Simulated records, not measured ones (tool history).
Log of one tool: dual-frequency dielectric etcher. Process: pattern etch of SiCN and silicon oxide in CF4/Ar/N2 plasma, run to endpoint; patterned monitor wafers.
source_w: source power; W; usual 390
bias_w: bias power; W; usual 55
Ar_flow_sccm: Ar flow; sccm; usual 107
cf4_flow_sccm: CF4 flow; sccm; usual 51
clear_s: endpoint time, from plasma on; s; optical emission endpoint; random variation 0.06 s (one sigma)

run     day  source_w  bias_w  Ar_flow_sccm  cf4_flow_sccm  wafers since the last listed run  hours since the last wet clean  hours since the last source power generator calibration  hours since the last bias power generator calibration  hours since the last Ar flow controller change  hours since the last CF4 flow controller change  hours since the last upper electrode change  incoming incoming film thickness, nm  clear_s
  1   0.000       390      55           107             51                                 0                             0.5                                                   1333.5                                                 3758.7                                          1963.0                                           3622.9                                       4642.7                                 10.49     17.1
  2   3.175       390      55           114             51                              1020                            76.7                                                   1409.7                                                 3834.9                                          2039.2                                           3699.1                                       4718.9                                 10.57     17.3
  3   4.612       390      55           114             51                               462                           111.2                                                   1444.2                                                 3869.4                                          2073.7                                           3733.6                                       4753.4                                 10.54     17.4
  4   5.138       390      55           107             51                               168                           123.8                                                   1456.8                                                 3882.0                                          2086.3                                           3746.2                                       4766.0                                 10.67     17.2
  5   5.775       390      55           107             51                               204                           139.1                                                   1472.1                                                 3897.3                                          2101.6                                           3761.5                                       4781.3                                 10.61     17.0
      6.246  -- Ar flow controller replaced
  6   7.150       390      55           107             51                               361                           172.1                                                   1505.1                                                 3930.3                                            21.7                                           3794.5                                       4814.3                                 10.60     16.8
  7   8.417       390      55           107             51                               407                           202.5                                                   1535.5                                                 3960.7                                            52.1                                           3824.9                                       4844.7                                 10.50     16.7
      8.904  -- source power generator calibrated
  8   9.167       450      55           107             51                               187                           220.5                                                      6.3                                                 3978.7                                            70.1                                           3842.9                                       4862.7                                 10.61     15.4
      9.792  -- bias power generator calibrated
  9   9.812       450      55           107             51                               154                           236.0                                                     21.8                                                    0.5                                            85.6                                           3858.4                                       4878.2                                 10.60     15.4
 10  11.212       390      55           107             51                               450                           269.6                                                     55.4                                                   34.1                                           119.2                                           3892.0                                       4911.8                                 10.53     17.2
     12.833  -- upper electrode replaced
     12.954  -- CF4 flow controller replaced
 11  12.975       330      66           107             51                               206                           311.9                                                     97.7                                                   76.4                                           161.5                                              0.5                                          3.4                                 10.47     18.3
 12  13.579       320      44           107             51                               194                           326.4                                                    112.2                                                   90.9                                           176.0                                             15.0                                         17.9                                 10.56     22.2
 13  14.758       310      55           121             46                               379                           354.7                                                    140.5                                                  119.2                                           204.3                                             43.3                                         46.2                                 10.54     21.9
     16.004  -- wet clean of the chamber
 14  16.025       390      55           114             51                                85                             0.5                                                    170.9                                                  149.6                                           234.7                                             73.7                                         76.6                                 10.60     18.2
 15  16.700       390      64            86             43                               217                            16.7                                                    187.1                                                  165.8                                           250.9                                             89.9                                         92.8                                 10.69     16.4
 16  17.638       390      55           132             51                               301                            39.2                                                    209.6                                                  188.3                                           273.4                                            112.4                                        115.3                                 10.57     18.7
 17  18.375       390      55           107             51                               237                            56.9                                                    227.3                                                  206.0                                           291.1                                            130.1                                        133.0                                 10.59     17.7
 18  19.225       390      55           114             47                               273                            77.3                                                    247.7                                                  226.4                                           311.5                                            150.5                                        153.4                                 10.60     18.3
 19  20.371       390      55           107             51                               368                           104.8                                                    275.2                                                  253.9                                           339.0                                            178.0                                        180.9                                 10.73     17.9
 20  21.600       390      55           114             47                               395                           134.3                                                    304.7                                                  283.4                                           368.5                                            207.5                                        210.4                                 10.57     18.1
 21  22.554       450      55           107             51                               306                           157.2                                                    327.6                                                  306.3                                           391.4                                            230.4                                        233.3                                 10.58     15.6
 22  23.162       440      41           107             60                               195                           171.8                                                    342.2                                                  320.9                                           406.0                                            245.0                                        247.9                                 10.48     17.1
 23  23.750       390      55           107             42                               188                           185.9                                                    356.3                                                  335.0                                           420.1                                            259.1                                        262.0                                 10.65     18.2
 24  24.458       390      55           107             51                               227                           202.9                                                    373.3                                                  352.0                                           437.1                                            276.1                                        279.0                                 10.58     17.6

Forecast each of these 4 alternatives for the next run:
  A  24.475       390      55            96             51                                 5                           203.3                                                    373.7                                                  352.4                                           437.5                                            276.5                                        279.4                                 10.50        ?
  B  24.475       340      62            81             58                                 5                           203.3                                                    373.7                                                  352.4                                           437.5                                            276.5                                        279.4                                 10.50        ?
  C  24.475       290      64           107             51                                 5                           203.3                                                    373.7                                                  352.4                                           437.5                                            276.5                                        279.4                                 10.50        ?
  D  24.475       390      55           107             63                                 5                           203.3                                                    373.7                                                  352.4                                           437.5                                            276.5                                        279.4                                 10.50        ?

run  clear_s
  A     17.0
  B     17.2
  C     21.2
  D     16.9
Without the tool's hidden state the same runs would have given:
run  clear_s
  A     17.3
  B     17.6
  C     21.7
  D     17.3
